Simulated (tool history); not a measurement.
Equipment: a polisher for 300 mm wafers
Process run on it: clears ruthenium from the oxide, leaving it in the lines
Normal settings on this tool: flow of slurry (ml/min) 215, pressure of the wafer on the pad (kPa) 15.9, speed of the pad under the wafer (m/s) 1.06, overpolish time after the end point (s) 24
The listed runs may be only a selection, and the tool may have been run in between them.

run,day,flow of slurry (ml/min),pressure of the wafer on the pad (kPa),speed of the pad under the wafer (m/s),overpolish time after the end point (s),"incoming thickness of the incoming film, nm",time until the end point was called (s)
1,0.000,215,15.9,1.18,18,141.4,91.8
2,2.958,215,15.9,1.18,18,138.6,86.8
3,6.496,215,15.9,1.06,24,140.7,97.2
4,8.550,215,15.9,1.06,24,140.7,99.0
5,11.417,215,15.9,1.06,24,141.7,99.9
6,22.783,180,11.7,1.06,24,139.8,129.7
7,26.471,180,11.7,1.06,24,138.2,133.7
8,30.071,180,11.7,1.06,24,139.0,129.1
9,32.012,215,15.9,1.06,19,140.1,100.0
10,35.304,215,15.9,1.06,19,140.2,101.2
11,37.721,215,15.9,1.06,24,142.3,100.4
12,40.900,215,20.0,1.06,24,140.5,81.1
13,45.121,275,10.3,1.42,24,139.1,104.1
14,53.967,215,15.9,1.06,24,140.6,101.1
15,66.950,215,15.9,1.42,17,139.1,73.1
16,69.971,240,11.7,1.26,32,139.0,107.3
17,71.779,215,15.9,1.06,10,141.5,97.5
18,74.938,215,15.9,1.06,24,142.2,103.8
19,77.767,265,15.9,1.06,24,141.0,96.8
20,79.467,215,15.9,1.06,24,141.3,100.0
21,81.550,215,15.9,0.92,24,138.5,115.2
22,85.871,215,15.9,1.06,10,140.7,100.3

Withheld: 12 entries from between the runs. Position of each, and hidden state at the listed run before versus the listed run after:
From run 1 to run 2: head pressure recalibrated (day 2.504)
  both runs share identical hidden conditions
From run 3 to run 4: worn pad replaced by a new one (day 6.833)
  both runs share identical hidden conditions
From run 5 to run 6: slurry nozzle cleaned (day 16.667); worn pad replaced by a new one (day 22.129)
  both runs share identical hidden conditions
From run 7 to run 8: head pressure recalibrated (day 28.929)
  both runs share identical hidden conditions
From run 11 to run 12: worn pad replaced by a new one (day 40.438)
  both runs share identical hidden conditions
From run 13 to run 14: slurry nozzle cleaned (day 48.375); head pressure recalibrated (day 51.042)
  both runs share identical hidden conditions
From run 14 to run 15: worn pad replaced by a new one (day 57.475)
  both runs share identical hidden conditions
From run 17 to run 18: head pressure recalibrated (day 74.321)
  both runs share identical hidden conditions
From run 18 to run 19: worn pad replaced by a new one (day 75.583)
  both runs share identical hidden conditions
From run 19 to run 20: slurry nozzle cleaned (day 79.446)
  both runs share identical hidden conditions

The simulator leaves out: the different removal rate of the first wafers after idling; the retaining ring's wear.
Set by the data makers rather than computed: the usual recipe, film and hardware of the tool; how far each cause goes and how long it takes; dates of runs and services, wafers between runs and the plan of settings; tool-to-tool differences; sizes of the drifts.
